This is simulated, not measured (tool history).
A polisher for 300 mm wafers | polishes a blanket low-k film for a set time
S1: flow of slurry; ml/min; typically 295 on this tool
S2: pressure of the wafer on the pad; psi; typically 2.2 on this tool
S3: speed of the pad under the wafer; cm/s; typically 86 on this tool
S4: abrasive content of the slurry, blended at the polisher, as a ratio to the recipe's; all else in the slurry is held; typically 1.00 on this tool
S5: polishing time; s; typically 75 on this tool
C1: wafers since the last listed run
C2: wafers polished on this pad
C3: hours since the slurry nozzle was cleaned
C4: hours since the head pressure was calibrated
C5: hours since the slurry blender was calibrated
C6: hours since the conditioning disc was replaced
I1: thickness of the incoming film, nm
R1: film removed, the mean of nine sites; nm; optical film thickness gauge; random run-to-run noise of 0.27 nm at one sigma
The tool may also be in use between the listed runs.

run     day   S1   S2   S3    S4   S5    C1    C2     C3     C4     C5     C6     I1    R1
  1   0.000  295  2.2   86  1.00   75     0   401  105.0  206.0  162.8  148.8  539.4  28.4
  2   1.675  295  2.2   86  1.00   75   235   636  145.2  246.2  203.0  189.0  533.5  28.1
      2.342  -- slurry blender recalibrated
  3   6.633  295  2.2   86  1.00   75   684  1321  264.2  365.2  103.0  308.0  543.7  28.6
      6.917  -- worn pad replaced by a new one
      7.567  -- head pressure recalibrated
  4   8.883  295  2.5   86  1.20   75   280   264  318.2   31.6  157.0  362.0  545.3  35.3
      9.079  -- slurry nozzle cleaned
  5  11.742  295  2.5   86  1.20   75   395   659   63.9  100.2  225.6  430.6  544.6  35.4
     11.917  -- slurry blender recalibrated
     12.862  -- conditioning disc replaced and pad reconditioned
  6  14.000  295  2.2   98  1.00   75   293   953  118.1  154.4   50.0   27.3  533.2  30.4
     17.379  -- worn pad replaced by a new one
  7  17.867  295  2.2   98  1.00   75   519    68  210.9  247.2  142.8  120.1  538.7  29.9
  8  20.075  295  2.2   86  1.00   75   310   378  263.9  300.2  195.8  173.1  536.3  28.4
  9  21.600  295  2.2   86  1.00   75   214   592  300.5  336.8  232.4  209.7  536.1  28.3
     21.800  -- slurry blender recalibrated
     21.867  -- slurry nozzle cleaned
     22.921  -- head pressure recalibrated
 10  23.612  380  1.6  112  1.00   75   253   845   41.9   16.6   43.5  258.0  537.8  24.2
 11  25.488  255  2.2   86  0.80   75   263  1108   86.9   61.6   88.5  303.0  545.2  25.1
     27.708  -- worn pad replaced by a new one
 12  28.021  210  2.6   86  0.85   98   332    44  147.7  122.4  149.3  363.8  544.6  38.6
     30.996  -- conditioning disc replaced and pad reconditioned
     31.512  -- slurry blender recalibrated
     32.396  -- slurry nozzle cleaned
 13  36.200  265  2.0   86  1.20  100  1119  1163   91.3  318.7  112.5  124.9  536.5  36.9
     37.688  -- worn pad replaced by a new one
 14  37.850  380  1.6  112  1.00   75   208    22  130.9  358.3  152.1  164.5  537.8  23.8
     38.708  -- head pressure recalibrated
     40.929  -- slurry blender recalibrated
 15  41.308  370  1.7   86  1.30   54   462   484  213.9   62.4    9.1  247.5  546.8  18.0
 16  44.325  295  2.2  114  1.00   66   423   908  286.3  134.8   81.5  319.9  544.9  29.4
     44.888  -- slurry nozzle cleaned
 17  47.362  365  2.2   86  1.00   75   420  1328   59.4  207.7  154.4  392.8  544.7  29.0
     48.583  -- worn pad replaced by a new one
     49.017  -- conditioning disc replaced and pad reconditioned
 18  49.812  295  2.2   86  1.00   75   308   161  118.2  266.5  213.2   19.1  545.1  28.1

Run-by-run hidden state of the tool:
removal rate lost through wear of the pad, %: 0 in every run
slurry flow missing at the pad, %: 0 in every run
deviation of the head's pressure from its setpoint, %: 0 in every run
abrasive missing from the slurry, %: 0 in every run
time polished since the conditioner stopped cutting, s: 0 in every run
